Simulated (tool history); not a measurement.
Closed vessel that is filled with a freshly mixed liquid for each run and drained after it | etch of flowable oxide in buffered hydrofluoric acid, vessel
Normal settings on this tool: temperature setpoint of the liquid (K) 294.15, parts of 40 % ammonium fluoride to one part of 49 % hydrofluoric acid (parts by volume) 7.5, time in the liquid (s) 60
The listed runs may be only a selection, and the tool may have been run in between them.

run   hour  temperature setpoint of the liquid (K)  parts of 40 % ammonium fluoride to one part of 49 % hydrofluoric acid (parts by volume)  time in the liquid (s)  wafers since the last listed run  hours since the thermometer was replaced  hours since the hydrofluoric acid flow meter was replaced  hours since the gauge calibration  read-back film thickness of the flowable oxide reference wafer, read on the same gauge (nm)  thickness taken off the flowable oxide on a monitor wafer (Å)
  1      0                                  294.15                                                                                      7.5                      60                                 0                                     428.4                                                     1896.5                              368.2                                                                                        39.97                                                         1776.1
  2   28.2                                  297.65                                                                                      7.5                      80                              1819                                     456.6                                                     1924.7                              396.4                                                                                        39.96                                                         2882.9
      39.8  -- gauge calibrated
  3   56.3                                  297.65                                                                                      7.5                      80                              1812                                     484.7                                                     1952.8                               16.5                                                                                        39.95                                                         2866.5
  4   89.2                                  297.65                                                                                      7.5                      80                              2122                                     517.6                                                     1985.7                               49.4                                                                                        39.99                                                           2875
  5  110.3                                  294.15                                                                                      7.5                      40                              1361                                     538.7                                                     2006.8                               70.5                                                                                        40.03                                                         1183.1
  6    143                                  294.15                                                                                      7.5                      60                              2109                                     571.4                                                     2039.5                              103.2                                                                                        40.01                                                         1761.6
  7  170.4                                  294.15                                                                                      7.5                      60                              1767                                     598.8                                                     2066.9                              130.6                                                                                        39.99                                                         1768.7
  8  202.9                                  297.65                                                                                      7.5                      60                              2096                                     631.3                                                     2099.4                              163.1                                                                                        40.01                                                         2138.7
  9  224.5                                  294.15                                                                                      7.5                      60                              1393                                     652.9                                                       2121                              184.7                                                                                           40                                                           1759
     234.5  -- thermometer replaced
 10    241                                  294.15                                                                                      7.5                      60                               999                                       6.5                                                     2137.5                              201.2                                                                                        39.94                                                         1820.7
 11  261.9                                  294.15                                                                                        9                      60                              1348                                      27.4                                                     2158.4                              222.1                                                                                           40                                                           1518
 12  289.2                                  294.15                                                                                        9                      60                              1760                                      54.7                                                     2185.7                              249.4                                                                                        39.98                                                         1517.5
 13  306.2                                  294.15                                                                                      7.5                      60                              1096                                      71.7                                                     2202.7                              266.4                                                                                        39.98                                                         1831.8
 14  326.5                                  294.15                                                                                      7.5                      80                              1309                                        92                                                       2223                              286.7                                                                                        40.01                                                         2443.5
 15  343.8                                  294.15                                                                                      7.5                      60                              1115                                     109.3                                                     2240.3                                304                                                                                           40                                                         1827.8
 16  376.5                                  294.15                                                                                      7.5                      60                              2109                                       142                                                       2273                              336.7                                                                                        39.99                                                         1825.5
       385  -- hydrofluoric acid flow meter replaced
 17    394                                  297.15                                                                                       10                      30                              1064                                     159.5                                                          9                              354.2                                                                                        39.99                                                          726.6
 18  422.5                                  296.65                                                                                      8.5                      35                              1838                                       188                                                       37.5                              382.7                                                                                           40                                                          947.3

The next listed run, before its measurement:
     429.7  -- gauge calibrated
 19   448                                  292.65                                                                                      7.5                      90                              1644                                     213.5                                                         63                               18.3                                                                                            ?                                                              ?

{"run 19": {"read-back film thickness of the flowable oxide reference wafer, read on the same gauge (nm)": 40.04, "thickness taken off the flowable oxide on a monitor wafer (Å)": 2223.2}}
Were there no unlogged condition in the tool, this run, its random variation unchanged, would have produced thickness taken off the flowable oxide on a monitor wafer (Å) 2264.
